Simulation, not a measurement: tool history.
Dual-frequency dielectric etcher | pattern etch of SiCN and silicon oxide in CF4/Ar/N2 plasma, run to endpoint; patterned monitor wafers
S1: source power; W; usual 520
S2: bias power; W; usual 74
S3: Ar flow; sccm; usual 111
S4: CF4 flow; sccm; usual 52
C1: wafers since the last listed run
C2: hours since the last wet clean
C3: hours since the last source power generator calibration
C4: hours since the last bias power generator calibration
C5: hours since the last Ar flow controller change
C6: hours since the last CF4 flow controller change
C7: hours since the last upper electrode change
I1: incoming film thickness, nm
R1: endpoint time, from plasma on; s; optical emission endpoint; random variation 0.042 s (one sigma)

run	hour	S1	S2	S3	S4	C1	C2	C3	C4	C5	C6	C7	I1	R1
1	0	520	70	111	52	0	426.3	2362.6	1408.6	1051.3	3477.9	2953.1	10.4	10.2
2	79.8	520	70	111	52	800	506.1	2442.4	1488.4	1131.1	3557.7	3032.9	10.51	10.3
# hour 117.6: wet clean of the chamber
3	180.1	520	70	111	52	765	62.5	2542.7	1588.7	1231.4	3658	3133.2	10.51	10.1
4	314.8	520	74	111	52	1351	197.2	2677.4	1723.4	1366.1	3792.7	3267.9	10.52	9.9
5	356.2	520	74	111	52	415	238.6	2718.8	1764.8	1407.5	3834.1	3309.3	10.49	9.9
6	412	520	74	111	52	559	294.4	2774.6	1820.6	1463.3	3889.9	3365.1	10.44	9.9
7	471	550	74	111	52	591	353.4	2833.6	1879.6	1522.3	3948.9	3424.1	10.42	9.4
8	570	550	74	111	52	993	452.4	2932.6	1978.6	1621.3	4047.9	3523.1	10.38	9.5
# hour 577.9: Ar flow controller replaced
9	610.8	520	74	111	44	349	493.2	2973.4	2019.4	32.9	4088.7	3563.9	10.47	10.6
10	713.1	520	74	111	44	1026	595.5	3075.7	2121.7	135.2	4191	3666.2	10.49	10.6
# hour 767.9: wet clean of the chamber
11	813.3	520	74	111	44	764	45.4	3175.9	2221.9	235.4	4291.2	3766.4	10.48	10.2
# hour 843.2: source power generator calibrated
# hour 919.1: upper electrode replaced
12	919.6	520	82	95	52	785	151.7	76.4	2328.2	341.7	4397.5	0.5	10.44	8.9
13	1004.3	520	74	103	47	849	236.4	161.1	2412.9	426.4	4482.2	85.2	10.41	9.7
# hour 1087.8: bias power generator calibrated
# hour 1092.8: CF4 flow controller replaced
14	1093.3	520	88	99	47	802	325.4	250.1	5.5	515.4	0.5	174.2	10.56	9.1
15	1148.9	520	74	135	52	557	381	305.7	61.1	571	56.1	229.8	10.59	10.1
16	1186.7	520	74	111	52	379	418.8	343.5	98.9	608.8	93.9	267.6	10.45	9.8
17	1225.7	520	82	95	52	391	457.8	382.5	137.9	647.8	132.9	306.6	10.54	9.3
18	1265.2	520	67	111	60	396	497.3	422	177.4	687.3	172.4	346.1	10.52	10
# hour 1333.4: wet clean of the chamber
19	1369.5	520	90	88	56	805	36.1	526.3	281.7	791.6	276.7	450.4	10.55	8.4
20	1430	520	57	133	48	606	96.6	586.8	342.2	852.1	337.2	510.9	10.52	11.6
21	1479.2	520	74	111	48	493	145.8	636	391.4	901.3	386.4	560.1	10.53	10
22	1542.9	520	74	103	52	639	209.5	699.7	455.1	965	450.1	623.8	10.44	9.6
23	1605.7	590	74	111	61	629	272.3	762.5	517.9	1027.8	512.9	686.6	10.58	8.6
24	1711.9	520	74	111	52	1065	378.5	868.7	624.1	1134	619.1	792.8	10.5	9.9
25	1811.5	470	80	98	56	999	478.1	968.3	723.7	1233.6	718.7	892.4	10.42	10

Forecast each of these 3 alternatives for the next run:
A	1811.9	520	74	111	52	4	478.5	968.7	724.1	1234	719.1	892.8	10.53	?
B	1811.9	520	74	111	61	4	478.5	968.7	724.1	1234	719.1	892.8	10.53	?
C	1811.9	470	87	121	45	4	478.5	968.7	724.1	1234	719.1	892.8	10.53	?

run	R1
A	10.1
B	9.7
C	10.7
Without the tool's hidden state the same runs would have given:
run	R1
A	9.5
B	9.2
C	10.1
